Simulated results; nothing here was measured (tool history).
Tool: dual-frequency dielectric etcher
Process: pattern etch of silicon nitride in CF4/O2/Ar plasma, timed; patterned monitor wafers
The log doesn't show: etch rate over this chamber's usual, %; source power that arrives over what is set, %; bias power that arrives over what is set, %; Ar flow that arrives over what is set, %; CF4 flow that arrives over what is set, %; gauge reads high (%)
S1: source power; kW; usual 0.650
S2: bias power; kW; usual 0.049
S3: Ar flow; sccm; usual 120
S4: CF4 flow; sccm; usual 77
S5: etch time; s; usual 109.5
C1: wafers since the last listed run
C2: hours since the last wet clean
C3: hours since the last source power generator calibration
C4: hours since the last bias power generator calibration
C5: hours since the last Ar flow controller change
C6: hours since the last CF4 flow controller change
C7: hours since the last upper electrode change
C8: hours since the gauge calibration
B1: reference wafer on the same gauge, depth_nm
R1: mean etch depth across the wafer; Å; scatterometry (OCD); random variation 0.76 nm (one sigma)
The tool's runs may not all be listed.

| run | day | S1 | S2 | S3 | S4 | S5 | C1 | C2 | C3 | C4 | C5 | C6 | C7 | C8 | B1 | R1 |
|---|---|---|---|---|---|---|---|---|---|---|---|---|---|---|---|---|
| 1 | 0.000 | 0.650 | 0.049 | 120 | 77 | 109.5 | 0 | 399.9 | 2248.7 | 3274.2 | 2458.8 | 3634.9 | 2212.3 | 571.2 | 209.9 | 2420 |
|  | 0.912 | wet clean of the chamber |
| 2 | 1.862 | 0.650 | 0.049 | 120 | 77 | 109.5 | 220 | 22.8 | 2293.4 | 3318.9 | 2503.5 | 3679.6 | 2257.0 | 615.9 | 210.2 | 2493 |
|  | 3.300 | gauge calibrated |
| 3 | 4.804 | 0.650 | 0.049 | 120 | 77 | 109.5 | 681 | 93.4 | 2364.0 | 3389.5 | 2574.1 | 3750.2 | 2327.6 | 36.1 | 210.0 | 2494 |
| 4 | 8.521 | 0.650 | 0.049 | 120 | 77 | 109.5 | 861 | 182.6 | 2453.2 | 3478.7 | 2663.3 | 3839.4 | 2416.8 | 125.3 | 210.1 | 2469 |
| 5 | 10.562 | 0.750 | 0.049 | 120 | 86 | 109.5 | 473 | 231.6 | 2502.2 | 3527.7 | 2712.3 | 3888.4 | 2465.8 | 174.3 | 209.8 | 2901 |
| 6 | 12.754 | 0.750 | 0.049 | 120 | 86 | 109.5 | 507 | 284.2 | 2554.8 | 3580.3 | 2764.9 | 3941.0 | 2518.4 | 226.9 | 209.9 | 2889 |
|  | 14.575 | bias power generator calibrated |
| 7 | 14.596 | 0.750 | 0.049 | 120 | 86 | 109.5 | 388 | 328.4 | 2599.0 | 0.5 | 2809.1 | 3985.2 | 2562.6 | 271.1 | 209.9 | 2894 |
|  | 17.150 | wet clean of the chamber |
| 8 | 18.708 | 0.750 | 0.049 | 120 | 86 | 109.5 | 721 | 37.4 | 2697.7 | 99.2 | 2907.8 | 4083.9 | 2661.3 | 369.8 | 210.0 | 2974 |
| 9 | 21.208 | 0.650 | 0.040 | 120 | 77 | 109.5 | 579 | 97.4 | 2757.7 | 159.2 | 2967.8 | 4143.9 | 2721.3 | 429.8 | 209.8 | 2274 |
|  | 21.796 | source power generator calibrated |
| 10 | 25.646 | 0.610 | 0.049 | 120 | 64 | 109.5 | 989 | 203.9 | 92.4 | 265.7 | 3074.3 | 4250.4 | 2827.8 | 536.3 | 210.0 | 2184 |
| 11 | 29.758 | 0.650 | 0.049 | 120 | 77 | 109.5 | 953 | 302.6 | 191.1 | 364.4 | 3173.0 | 4349.1 | 2926.5 | 635.0 | 210.1 | 2370 |
|  | 31.758 | upper electrode replaced |
|  | 32.054 | Ar flow controller replaced |
| 12 | 33.667 | 0.710 | 0.049 | 120 | 77 | 141.5 | 616 | 396.4 | 284.9 | 458.2 | 38.7 | 4442.9 | 45.8 | 728.8 | 210.0 | 3324 |
|  | 34.767 | wet clean of the chamber |
|  | 34.821 | CF4 flow controller replaced |
|  | 35.117 | gauge calibrated |
| 13 | 42.146 | 0.650 | 0.049 | 140 | 94 | 139.0 | 1721 | 177.1 | 488.4 | 661.7 | 242.2 | 175.8 | 249.3 | 168.7 | 209.9 | 3073 |
| 14 | 43.712 | 0.650 | 0.049 | 120 | 77 | 109.5 | 363 | 214.7 | 526.0 | 699.3 | 279.8 | 213.4 | 286.9 | 206.3 | 209.9 | 2369 |
| 15 | 48.179 | 0.540 | 0.049 | 148 | 66 | 96.0 | 1035 | 321.9 | 633.2 | 806.5 | 387.0 | 320.6 | 394.1 | 313.5 | 210.1 | 1621 |

Forecast each of these 3 alternatives for the next run:
| A | 48.196 | 0.590 | 0.049 | 120 | 77 | 109.5 | 3 | 322.3 | 633.6 | 806.9 | 387.4 | 321.0 | 394.5 | 313.9 | ? | ? |
| B | 48.196 | 0.650 | 0.049 | 108 | 70 | 109.5 | 3 | 322.3 | 633.6 | 806.9 | 387.4 | 321.0 | 394.5 | 313.9 | ? | ? |
| C | 48.196 | 0.600 | 0.049 | 120 | 77 | 109.5 | 3 | 322.3 | 633.6 | 806.9 | 387.4 | 321.0 | 394.5 | 313.9 | ? | ? |

| run | B1 | R1 |
|---|---|---|
| A | 209.9 | 2121 |
| B | 209.9 | 2349 |
| C | 209.9 | 2159 |
Without the tool's hidden state the same runs would have given:
| run | R1 |
|---|---|
| A | 2185 |
| B | 2420 |
| C | 2225 |
